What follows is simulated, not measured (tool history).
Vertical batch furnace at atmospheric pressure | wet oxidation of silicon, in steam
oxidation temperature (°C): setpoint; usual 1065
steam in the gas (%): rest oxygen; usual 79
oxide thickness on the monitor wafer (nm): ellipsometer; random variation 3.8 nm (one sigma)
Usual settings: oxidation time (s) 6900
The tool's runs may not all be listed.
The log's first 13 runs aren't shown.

| run | day | oxidation temperature (°C) | oxidation time (s) | steam in the gas (%) | read-back reference wafer on the same gauge, thickness | oxide thickness on the monitor wafer (nm) |
|---|---|---|---|---|---|---|
| 14 | 36.367 | 1065 | 6900 | 74 | 806.64 | 844.25 |
|  | 38.367 | steam generator serviced |
| 15 | 38.388 | 1065 | 6900 | 74 | 806.73 | 839.96 |
| 16 | 39.771 | 1065 | 6900 | 71 | 807.61 | 824.54 |
| 17 | 47.325 | 1065 | 6900 | 71 | 806.83 | 822.01 |
| 18 | 49.658 | 1051 | 5550 | 88 | 806.51 | 785.26 |
| 19 | 53.075 | 1065 | 6900 | 71 | 806.67 | 824.14 |
| 20 | 54.125 | 1065 | 10050 | 88 | 806.97 | 1130.59 |
| 21 | 56.054 | 1050 | 4590 | 79 | 807.09 | 662.37 |
| 22 | 58.033 | 1058 | 5070 | 68 | 807.20 | 666.32 |
| 23 | 60.588 | 1065 | 6900 | 71 | 807.06 | 825.63 |
| 24 | 63.242 | 1049 | 3480 | 69 | 807.25 | 519.36 |
| 25 | 66.079 | 1065 | 6900 | 90 | 806.60 | 932.81 |
| 26 | 67.829 | 1077 | 8910 | 88 | 807.29 | 1108.11 |
| 27 | 68.854 | 1065 | 9120 | 79 | 806.09 | 1017.88 |
| 28 | 70.346 | 1065 | 6900 | 68 | 807.42 | 811.99 |
| 29 | 72.571 | 1052 | 9000 | 88 | 807.25 | 1028.15 |
| 30 | 73.771 | 1047 | 5550 | 83 | 806.40 | 746.12 |
| 31 | 75.921 | 1056 | 8370 | 75 | 807.14 | 923.69 |
| 32 | 78.542 | 1055 | 9930 | 89 | 807.00 | 1096.91 |
| 33 | 79.996 | 1043 | 8640 | 76 | 807.30 | 897.18 |
| 34 | 81.817 | 1041 | 6000 | 86 | 807.08 | 782.07 |

Forecast each of these 3 alternatives for the next run:
| A | 82.025 | 1065 | 6900 | 79 | ? | ? |
| B | 82.025 | 1065 | 5190 | 83 | ? | ? |
| C | 82.025 | 1086 | 8460 | 85 | ? | ? |

| run | read-back reference wafer on the same gauge, thickness | oxide thickness on the monitor wafer (nm) |
|---|---|---|
| A | 805.64 | 877.55 |
| B | 805.64 | 772.22 |
| C | 805.64 | 1090.93 |
Without the tool's hidden state the same runs would have given:
| run | oxide thickness on the monitor wafer (nm) |
|---|---|
| A | 872.44 |
| B | 767.56 |
| C | 1085.43 |
